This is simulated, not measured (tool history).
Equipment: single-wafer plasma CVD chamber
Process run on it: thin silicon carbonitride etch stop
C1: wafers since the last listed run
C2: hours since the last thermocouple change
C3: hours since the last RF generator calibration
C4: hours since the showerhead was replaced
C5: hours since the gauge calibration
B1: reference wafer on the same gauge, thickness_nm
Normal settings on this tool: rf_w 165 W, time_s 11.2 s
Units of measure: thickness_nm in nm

{"run": 1, "hour": 0.0, "rf_w": 165, "time_s": 10.4, "C1": 0, "C2": 2305.4, "C3": 909.9, "C4": 2946.4, "C5": 25.3, "B1": 5.693, "thickness_nm": 4.747}
{"run": 2, "hour": 67.9, "rf_w": 165, "time_s": 10.4, "C1": 932, "C2": 2373.3, "C3": 977.8, "C4": 3014.3, "C5": 93.2, "B1": 5.688, "thickness_nm": 4.725}
{"run": 3, "hour": 120.9, "rf_w": 165, "time_s": 10.4, "C1": 727, "C2": 2426.3, "C3": 1030.8, "C4": 3067.3, "C5": 146.2, "B1": 5.694, "thickness_nm": 4.697}
{"run": 4, "hour": 170.8, "rf_w": 180, "time_s": 11.2, "C1": 685, "C2": 2476.2, "C3": 1080.7, "C4": 3117.2, "C5": 196.1, "B1": 5.692, "thickness_nm": 5.282}
{"run": 5, "hour": 213.3, "rf_w": 180, "time_s": 11.2, "C1": 583, "C2": 2518.7, "C3": 1123.2, "C4": 3159.7, "C5": 238.6, "B1": 5.688, "thickness_nm": 5.271}
{"run": 6, "hour": 275.8, "rf_w": 180, "time_s": 11.2, "C1": 858, "C2": 2581.2, "C3": 1185.7, "C4": 3222.2, "C5": 301.1, "B1": 5.698, "thickness_nm": 5.26}
{"run": 7, "hour": 340.8, "rf_w": 145, "time_s": 11.2, "C1": 892, "C2": 2646.2, "C3": 1250.7, "C4": 3287.2, "C5": 366.1, "B1": 5.7, "thickness_nm": 4.77}
{"run": 8, "hour": 380.0, "rf_w": 150, "time_s": 11.2, "C1": 538, "C2": 2685.4, "C3": 1289.9, "C4": 3326.4, "C5": 405.3, "B1": 5.69, "thickness_nm": 4.857}
{"run": 9, "hour": 408.9, "rf_w": 150, "time_s": 11.2, "C1": 396, "C2": 2714.3, "C3": 1318.8, "C4": 3355.3, "C5": 434.2, "B1": 5.693, "thickness_nm": 4.846}
{"hour": 439.4, "done": "thermocouple changed; heater temperature recalibrated"}
{"hour": 441.1, "done": "RF generator calibrated"}
{"run": 10, "hour": 442.6, "rf_w": 150, "time_s": 10.2, "C1": 329, "C2": 3.2, "C3": 1.5, "C4": 3389.0, "C5": 467.9, "B1": 5.692, "thickness_nm": 4.495}
{"run": 11, "hour": 491.7, "rf_w": 145, "time_s": 13.2, "C1": 674, "C2": 52.3, "C3": 50.6, "C4": 3438.1, "C5": 517.0, "B1": 5.689, "thickness_nm": 5.722}
{"hour": 513.3, "done": "gauge calibrated"}
{"run": 12, "hour": 542.7, "rf_w": 165, "time_s": 11.2, "C1": 700, "C2": 103.3, "C3": 101.6, "C4": 3489.1, "C5": 29.4, "B1": 5.69, "thickness_nm": 5.126}
{"run": 13, "hour": 591.0, "rf_w": 150, "time_s": 11.9, "C1": 663, "C2": 151.6, "C3": 149.9, "C4": 3537.4, "C5": 77.7, "B1": 5.688, "thickness_nm": 5.233}
{"hour": 691.9, "done": "showerhead replaced"}
{"run": 14, "hour": 692.4, "rf_w": 190, "time_s": 12.9, "C1": 1282, "C2": 253.0, "C3": 251.3, "C4": 0.5, "C5": 179.1, "B1": 5.692, "thickness_nm": 6.272}
{"run": 15, "hour": 713.7, "rf_w": 165, "time_s": 12.4, "C1": 292, "C2": 274.3, "C3": 272.6, "C4": 21.8, "C5": 200.4, "B1": 5.679, "thickness_nm": 5.64}
{"run": 16, "hour": 739.9, "rf_w": 165, "time_s": 11.2, "C1": 359, "C2": 300.5, "C3": 298.8, "C4": 48.0, "C5": 226.6, "B1": 5.692, "thickness_nm": 5.106}
{"run": 17, "hour": 873.2, "rf_w": 165, "time_s": 11.2, "C1": 1830, "C2": 433.8, "C3": 432.1, "C4": 181.3, "C5": 359.9, "B1": 5.693, "thickness_nm": 5.115}
{"run": 18, "hour": 943.3, "rf_w": 165, "time_s": 9.8, "C1": 962, "C2": 503.9, "C3": 502.2, "C4": 251.4, "C5": 430.0, "B1": 5.687, "thickness_nm": 4.468}

Here are 5 independent what-if runs from the current tool condition. What would each one return?
{"run": "A", "hour": 943.7, "rf_w": 165, "time_s": 11.2, "C1": 5, "C2": 504.3, "C3": 502.6, "C4": 251.8, "C5": 430.4, "B1": "?", "thickness_nm": "?"}
{"run": "B", "hour": 943.7, "rf_w": 195, "time_s": 12.3, "C1": 5, "C2": 504.3, "C3": 502.6, "C4": 251.8, "C5": 430.4, "B1": "?", "thickness_nm": "?"}
{"run": "C", "hour": 943.7, "rf_w": 135, "time_s": 10.3, "C1": 5, "C2": 504.3, "C3": 502.6, "C4": 251.8, "C5": 430.4, "B1": "?", "thickness_nm": "?"}
{"run": "D", "hour": 943.7, "rf_w": 150, "time_s": 9.5, "C1": 5, "C2": 504.3, "C3": 502.6, "C4": 251.8, "C5": 430.4, "B1": "?", "thickness_nm": "?"}
{"run": "E", "hour": 943.7, "rf_w": 175, "time_s": 9.0, "C1": 5, "C2": 504.3, "C3": 502.6, "C4": 251.8, "C5": 430.4, "B1": "?", "thickness_nm": "?"}

run=A B1=5.695 thickness_nm=5.111
run=B B1=5.695 thickness_nm=6.020
run=C B1=5.695 thickness_nm=4.289
run=D B1=5.695 thickness_nm=4.156
run=E B1=5.695 thickness_nm=4.212
Without the tool's hidden state the same runs would have given:
run=A thickness_nm=5.159
run=B thickness_nm=6.077
run=C thickness_nm=4.330
run=D thickness_nm=4.195
run=E thickness_nm=4.252
